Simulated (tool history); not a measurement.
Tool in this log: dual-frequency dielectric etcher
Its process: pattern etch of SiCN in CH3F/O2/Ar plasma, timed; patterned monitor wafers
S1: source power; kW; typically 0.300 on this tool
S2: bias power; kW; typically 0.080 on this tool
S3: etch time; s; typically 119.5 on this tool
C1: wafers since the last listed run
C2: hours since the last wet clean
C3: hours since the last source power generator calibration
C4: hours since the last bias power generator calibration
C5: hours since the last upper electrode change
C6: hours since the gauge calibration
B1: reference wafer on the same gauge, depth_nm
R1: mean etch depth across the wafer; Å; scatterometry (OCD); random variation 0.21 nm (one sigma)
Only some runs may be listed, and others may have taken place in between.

run	hour	S1	S2	S3	C1	C2	C3	C4	C5	C6	B1	R1
1	0.0	0.240	0.080	119.5	0	324.8	3565.6	4127.9	2500.0	573.3	33.79	390.2
2	13.9	0.240	0.080	119.5	106	338.7	3579.5	4141.8	2513.9	587.2	33.79	389.3
3	29.3	0.300	0.080	119.5	117	354.1	3594.9	4157.2	2529.3	602.6	33.81	415.4
4	40.6	0.300	0.080	119.5	86	365.4	3606.2	4168.5	2540.6	613.9	33.79	414.2
# hour 44.9: bias power generator calibrated
5	49.6	0.300	0.080	119.5	38	374.4	3615.2	4.7	2549.6	622.9	33.80	414.8
6	58.3	0.300	0.065	119.5	66	383.1	3623.9	13.4	2558.3	631.6	33.76	373.0
# hour 91.6: upper electrode replaced
# hour 109.8: wet clean of the chamber
7	110.3	0.300	0.080	119.5	75	0.5	3675.9	65.4	18.7	683.6	33.79	396.0
8	110.6	0.300	0.080	134.0	2	0.8	3676.2	65.7	19.0	683.9	33.78	445.8
9	111.0	0.370	0.091	119.5	3	1.2	3676.6	66.1	19.4	684.3	33.80	452.9
10	111.3	0.330	0.100	131.5	2	1.5	3676.9	66.4	19.7	684.6	33.83	503.4
11	119.9	0.330	0.065	95.0	65	10.1	3685.5	75.0	28.3	693.2	33.79	292.7
12	134.7	0.300	0.080	119.5	113	24.9	3700.3	89.8	43.1	708.0	33.75	401.3
13	177.3	0.370	0.080	119.5	326	67.5	3742.9	132.4	85.7	750.6	33.77	428.1
14	190.8	0.360	0.088	85.5	103	81.0	3756.4	145.9	99.2	764.1	33.80	316.4
15	210.4	0.230	0.089	129.0	150	100.6	3776.0	165.5	118.8	783.7	33.84	425.6
16	226.1	0.300	0.080	119.5	120	116.3	3791.7	181.2	134.5	799.4	33.76	398.7
# hour 228.7: gauge calibrated
# hour 238.6: source power generator calibrated
17	239.1	0.300	0.080	119.5	68	129.3	0.5	194.2	147.5	10.4	33.78	402.4
18	251.5	0.320	0.080	89.0	94	141.7	12.9	206.6	159.9	22.8	33.76	308.5
19	261.9	0.330	0.065	95.0	79	152.1	23.3	217.0	170.3	33.2	33.83	295.6
20	295.4	0.260	0.063	129.0	256	185.6	56.8	250.5	203.8	66.7	33.83	375.3
21	311.7	0.300	0.080	119.5	124	201.9	73.1	266.8	220.1	83.0	33.85	411.1
22	325.1	0.300	0.071	130.0	102	215.3	86.5	280.2	233.5	96.4	33.80	417.5
23	351.3	0.330	0.065	95.0	200	241.5	112.7	306.4	259.7	122.6	33.74	302.6
24	359.4	0.300	0.071	119.5	61	249.6	120.8	314.5	267.8	130.7	33.81	385.7
25	366.8	0.320	0.095	119.5	56	257.0	128.2	321.9	275.2	138.1	33.84	458.7
26	383.7	0.230	0.080	142.0	129	273.9	145.1	338.8	292.1	155.0	33.84	454.7
27	393.7	0.350	0.080	119.5	76	283.9	155.1	348.8	302.1	165.0	33.80	433.9
28	405.7	0.300	0.080	119.5	91	295.9	167.1	360.8	314.1	177.0	33.76	411.4
29	417.1	0.300	0.080	119.5	87	307.3	178.5	372.2	325.5	188.4	33.88	416.7
30	433.7	0.340	0.061	148.0	127	323.9	195.1	388.8	342.1	205.0	33.78	461.4
31	450.3	0.320	0.095	119.5	127	340.5	211.7	405.4	358.7	221.6	33.78	461.5

Hidden condition of the tool, last listed run before each entry between runs versus first listed run after:
Between runs 4 and 5: bias power generator calibrated (hour 44.9)
  etch rate over this chamber's usual, %: 4.97 -> 5.09
  the result without the hidden state subtracted from the measured one, R1: +19.7 -> +20.1 Å
Between runs 6 and 7: upper electrode replaced (hour 91.6); wet clean of the chamber (hour 109.8)
  etch rate over this chamber's usual, %: 5.2 -> 0.0665
  the result without the hidden state subtracted from the measured one, R1: +18.4 -> +0.3 Å
Between runs 16 and 17: gauge calibrated (hour 228.7); source power generator calibrated (hour 238.6)
  etch rate over this chamber's usual, %: 1.59 -> 1.76
  the result without the hidden state subtracted from the measured one, R1: +6.3 -> +7.0 Å
